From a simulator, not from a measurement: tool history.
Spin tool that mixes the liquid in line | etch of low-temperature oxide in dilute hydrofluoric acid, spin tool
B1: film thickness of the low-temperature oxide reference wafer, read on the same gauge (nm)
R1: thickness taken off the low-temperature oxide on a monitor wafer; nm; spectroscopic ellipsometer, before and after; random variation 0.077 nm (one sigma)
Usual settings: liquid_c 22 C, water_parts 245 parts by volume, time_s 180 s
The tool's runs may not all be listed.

{"run": 1, "hour": 0.0, "liquid_c": 22, "water_parts": 245, "time_s": 180, "B1": 110, "R1": 17.2}
{"run": 2, "hour": 6.0, "liquid_c": 22, "water_parts": 245, "time_s": 180, "B1": 109.99, "R1": 17.18}
{"run": 3, "hour": 19.7, "liquid_c": 22, "water_parts": 245, "time_s": 180, "B1": 110.03, "R1": 17.26}
{"run": 4, "hour": 25.8, "liquid_c": 22, "water_parts": 245, "time_s": 180, "B1": 110.07, "R1": 17.23}
{"run": 5, "hour": 38.8, "liquid_c": 22, "water_parts": 280, "time_s": 180, "B1": 110.02, "R1": 14.56}
{"run": 6, "hour": 53.6, "liquid_c": 22, "water_parts": 280, "time_s": 180, "B1": 110.01, "R1": 14.58}
{"run": 7, "hour": 63.4, "liquid_c": 22, "water_parts": 280, "time_s": 180, "B1": 109.99, "R1": 14.54}
{"run": 8, "hour": 73.0, "liquid_c": 22, "water_parts": 245, "time_s": 180, "B1": 110.02, "R1": 17.24}
{"run": 9, "hour": 80.9, "liquid_c": 22, "water_parts": 245, "time_s": 180, "B1": 109.93, "R1": 17}
{"run": 10, "hour": 87.5, "liquid_c": 22, "water_parts": 245, "time_s": 180, "B1": 109.97, "R1": 17.13}
{"run": 11, "hour": 102.8, "liquid_c": 22, "water_parts": 245, "time_s": 130, "B1": 109.98, "R1": 12.3}
{"run": 12, "hour": 120.5, "liquid_c": 22, "water_parts": 245, "time_s": 130, "B1": 110.02, "R1": 12.38}
{"run": 13, "hour": 129.3, "liquid_c": 22, "water_parts": 245, "time_s": 130, "B1": 110, "R1": 12.47}
{"run": 14, "hour": 142.9, "liquid_c": 22, "water_parts": 185, "time_s": 110, "B1": 110.02, "R1": 14.75}
{"hour": 153.3, "done": "gauge calibrated"}
{"run": 15, "hour": 155.3, "liquid_c": 22, "water_parts": 185, "time_s": 110, "B1": 110.02, "R1": 14.83}
{"run": 16, "hour": 171.9, "liquid_c": 27, "water_parts": 210, "time_s": 215, "B1": 110.02, "R1": 29.71}
{"run": 17, "hour": 188.0, "liquid_c": 18.5, "water_parts": 170, "time_s": 180, "B1": 110, "R1": 23.28}
{"run": 18, "hour": 200.1, "liquid_c": 22, "water_parts": 245, "time_s": 280, "B1": 109.94, "R1": 26.61}
{"run": 19, "hour": 207.9, "liquid_c": 26, "water_parts": 315, "time_s": 135, "B1": 110.04, "R1": 10.76}
{"hour": 214.3, "done": "hydrofluoric acid flow meter replaced"}
{"hour": 226.7, "done": "thermometer replaced"}
{"run": 20, "hour": 227.2, "liquid_c": 18, "water_parts": 310, "time_s": 265, "B1": 110.03, "R1": 16.21}
{"run": 21, "hour": 233.0, "liquid_c": 23.5, "water_parts": 280, "time_s": 280, "B1": 110.06, "R1": 23.81}
{"run": 22, "hour": 250.8, "liquid_c": 22, "water_parts": 245, "time_s": 180, "B1": 109.97, "R1": 16.97}
{"run": 23, "hour": 263.4, "liquid_c": 22, "water_parts": 215, "time_s": 180, "B1": 109.96, "R1": 20.14}
{"run": 24, "hour": 270.3, "liquid_c": 25.5, "water_parts": 330, "time_s": 180, "B1": 110.03, "R1": 13.2}
{"run": 25, "hour": 276.6, "liquid_c": 22, "water_parts": 245, "time_s": 180, "B1": 110, "R1": 17.14}
{"run": 26, "hour": 286.2, "liquid_c": 25.5, "water_parts": 155, "time_s": 180, "B1": 109.95, "R1": 33.86}
{"run": 27, "hour": 303.5, "liquid_c": 18, "water_parts": 245, "time_s": 150, "B1": 109.98, "R1": 12.29}
{"run": 28, "hour": 320.5, "liquid_c": 19, "water_parts": 130, "time_s": 145, "B1": 110.02, "R1": 26.13}
{"run": 29, "hour": 336.2, "liquid_c": 19.5, "water_parts": 285, "time_s": 180, "B1": 109.97, "R1": 13.04}
{"run": 30, "hour": 346.3, "liquid_c": 22, "water_parts": 175, "time_s": 130, "B1": 110, "R1": 18.58}
{"run": 31, "hour": 353.3, "liquid_c": 22, "water_parts": 245, "time_s": 180, "B1": 110.01, "R1": 17.17}

What the log doesn't show, run by run:
liquid hotter than its thermometer reads (K): 0 in every run
hydrofluoric acid flow above the setpoint (%): 0 in every run
gauge reads high (%): 0 in every run
